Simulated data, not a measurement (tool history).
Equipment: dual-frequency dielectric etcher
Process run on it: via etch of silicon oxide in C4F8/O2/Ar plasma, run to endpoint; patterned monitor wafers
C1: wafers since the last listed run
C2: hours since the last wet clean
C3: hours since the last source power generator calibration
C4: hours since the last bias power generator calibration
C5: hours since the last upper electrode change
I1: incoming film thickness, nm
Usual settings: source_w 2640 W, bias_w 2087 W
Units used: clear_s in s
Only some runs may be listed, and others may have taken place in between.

Run 1, hour 0.0: usual settings; C1 0; C2 407.8; C3 4078.5; C4 3467.5; C5 3673.1; I1 929.5. Result: clear_s 166.1 s.
Run 2, hour 13.6: usual settings; C1 105; C2 421.4; C3 4092.1; C4 3481.1; C5 3686.7; I1 914.9. Result: clear_s 164.5 s.
Run 3, hour 28.1: usual settings; C1 113; C2 435.9; C3 4106.6; C4 3495.6; C5 3701.2; I1 921.9. Result: clear_s 164.9 s.
Run 4, hour 37.6: usual settings; C1 74; C2 445.4; C3 4116.1; C4 3505.1; C5 3710.7; I1 926.8. Result: clear_s 164.9 s.
Run 5, hour 52.8: usual settings; C1 118; C2 460.6; C3 4131.3; C4 3520.3; C5 3725.9; I1 916.1. Result: clear_s 162.9 s.
At hour 58.0: bias power generator calibrated.
Run 6, hour 67.1: usual settings; C1 80; C2 474.9; C3 4145.6; C4 9.1; C5 3740.2; I1 929.7. Result: clear_s 165.0 s.
Run 7, hour 73.5: usual settings; C1 49; C2 481.3; C3 4152.0; C4 15.5; C5 3746.6; I1 913.1. Result: clear_s 162.2 s.
At hour 99.7: upper electrode replaced, of another model than before.
At hour 114.2: source power generator calibrated.
At hour 117.1: wet clean of the chamber.
Run 8, hour 117.6: usual settings but bias_w 2272 W; C1 102; C2 0.5; C3 3.4; C4 59.6; C5 17.9; I1 914.3. Result: clear_s 165.8 s.
Run 9, hour 117.9: usual settings but source_w 2290 W; C1 2; C2 0.8; C3 3.7; C4 59.9; C5 18.2; I1 922.0. Result: clear_s 175.4 s.
Run 10, hour 118.3: usual settings but source_w 2830 W; C1 3; C2 1.2; C3 4.1; C4 60.3; C5 18.6; I1 912.2. Result: clear_s 166.0 s.
Run 11, hour 121.0: usual settings; C1 21; C2 3.9; C3 6.8; C4 63.0; C5 21.3; I1 923.3. Result: clear_s 170.2 s.
Run 12, hour 137.6: usual settings but bias_w 1647 W; C1 129; C2 20.5; C3 23.4; C4 79.6; C5 37.9; I1 929.7. Result: clear_s 182.0 s.
Run 13, hour 168.4: usual settings but bias_w 1935 W; C1 240; C2 51.3; C3 54.2; C4 110.4; C5 68.7; I1 921.0. Result: clear_s 172.3 s.
Run 14, hour 180.9: usual settings; C1 97; C2 63.8; C3 66.7; C4 122.9; C5 81.2; I1 916.9. Result: clear_s 169.7 s.
Run 15, hour 191.6: usual settings but source_w 2880 W, bias_w 2317 W; C1 83; C2 74.5; C3 77.4; C4 133.6; C5 91.9; I1 926.3. Result: clear_s 163.5 s.

Give the tool's hidden conditions for every run:
source power that arrives over what is set, %: 0 across all the runs
bias power that arrives over what is set, %: 0 across all the runs
H1: etch rate over this chamber's usual, %
run     H1
  1   3.44
  2   3.57
  3   3.71
  4    3.8
  5   3.94
  6   4.08
  7   4.14
  8  0.146
  9  0.149
 10  0.153
 11  0.178
 12  0.338
 13  0.633
 14  0.753
 15  0.855
